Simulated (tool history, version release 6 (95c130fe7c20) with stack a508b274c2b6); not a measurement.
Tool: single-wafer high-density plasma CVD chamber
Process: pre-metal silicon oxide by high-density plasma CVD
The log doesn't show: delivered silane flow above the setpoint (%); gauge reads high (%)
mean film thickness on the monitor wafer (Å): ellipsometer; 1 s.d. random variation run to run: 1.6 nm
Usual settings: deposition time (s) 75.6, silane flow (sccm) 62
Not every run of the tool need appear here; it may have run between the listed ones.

run    hour  deposition time (s)  silane flow (sccm)  wafers since the last listed run  hours since the silane flow controller was replaced  hours since the gauge calibration  read-back reference wafer on the same gauge, thickness_nm  mean film thickness on the monitor wafer (Å)
  1     0.0                 75.6                  62                                 0                                                898.4                             1134.6                                                    499.080                                       4706.53
  2    76.8                 75.6                  62                               732                                                975.2                             1211.4                                                    499.114                                       4704.36
  3   159.9                 70.3                  66                               792                                               1058.3                             1294.5                                                    499.378                                       4670.97
  4   237.6                 70.3                  66                               741                                               1136.0                             1372.2                                                    498.967                                       4673.38
      246.4  -- gauge calibrated
  5   336.9                 75.6                  57                               947                                               1235.3                               90.5                                                    498.471                                       4287.38
  6   424.0                 78.8                  52                               830                                               1322.4                              177.6                                                    498.765                                       4088.67
  7   522.4                 78.8                  52                               938                                               1420.8                              276.0                                                    498.642                                       4077.01
  8   619.7                 78.8                  52                               928                                               1518.1                              373.3                                                    498.944                                       4076.05
  9   671.7                 75.6                  62                               495                                               1570.1                              425.3                                                    498.452                                       4670.49
 10   714.3                 75.6                  62                               406                                               1612.7                              467.9                                                    499.281                                       4625.58
      765.2  -- silane flow controller replaced
 11   794.9                 75.6                  62                               692                                                 29.7                              548.5                                                    499.056                                       4848.77
 12   870.9                 75.6                  62                               724                                                105.7                              624.5                                                    498.394                                       4827.75
 13   929.9                 75.6                  62                               562                                                164.7                              683.5                                                    498.656                                       4808.55
 14  1021.4                 75.6                  62                               872                                                256.2                              775.0                                                    498.917                                       4830.34
 15  1073.5                 75.6                  62                               496                                                308.3                              827.1                                                    499.032                                       4838.30
 16  1123.8                 63.6                  67                               479                                                358.6                              877.4                                                    498.731                                       4339.91
 17  1159.8                 71.2                  54                               343                                                394.6                              913.4                                                    498.787                                       3948.53
 18  1253.3                 75.6                  62                               891                                                488.1                             1006.9                                                    498.468                                       4802.31
 19  1299.4                 75.6                  65                               439                                                534.2                             1053.0                                                    499.438                                       5001.08
 20  1346.7                 63.2                  65                               451                                                581.5                             1100.3                                                    498.618                                       4169.66
 21  1420.1                 75.6                  62                               700                                                654.9                             1173.7                                                    498.342                                       4793.10
 22  1513.2                 75.6                  62                               888                                                748.0                             1266.8                                                    498.894                                       4808.10
 23  1572.4                 83.4                  66                               564                                                807.2                             1326.0                                                    499.411                                       5578.13
 24  1631.2                 78.8                  52                               560                                                866.0                             1384.8                                                    499.228                                       4134.18
     1644.5  -- gauge calibrated
 25  1694.4                 71.0                  72                               602                                                929.2                               49.9                                                    498.715                                       5201.56
 26  1755.9                 71.2                  53                               586                                                990.7                              111.4                                                    499.094                                       3818.12
 27  1829.2                 75.6                  62                               699                                               1064.0                              184.7                                                    499.123                                       4747.58
 28  1885.4                 75.6                  62                               536                                               1120.2                              240.9                                                    498.818                                       4755.32
 29  1992.1                 75.6                  69                              1017                                               1226.9                              347.6                                                    498.722                                       5245.05
 30  2060.5                 85.9                  54                               652                                               1295.3                              416.0                                                    498.698                                       4645.92
 31  2157.4                 75.6                  56                               924                                               1392.2                              512.9                                                    498.995                                       4248.47

Difference, measured minus no-hidden-state, one row per run. Run-to-run variation is common to both terms; the gauge's own scatter need not be:
run  mean film thickness on the monitor wafer (Å)
  1                                       -127.08
  2                                       -135.30
  3                                       -143.25
  4                                       -151.70
  5                                       -149.04
  6                                       -150.42
  7                                       -159.35
  8                                       -168.63
  9                                       -198.93
 10                                       -201.66
 11                                         +1.06
 12                                         -6.92
 13                                        -13.06
 14                                        -22.78
 15                                        -28.34
 16                                        -30.21
 17                                        -30.62
 18                                        -47.14
 19                                        -54.20
 20                                        -49.56
 21                                        -64.79
 22                                        -74.98
 23                                        -94.38
 24                                        -75.41
 25                                       -102.28
 26                                        -80.38
 27                                       -107.82
 28                                       -114.07
 29                                       -138.57
 30                                       -130.00
 31                                       -128.33
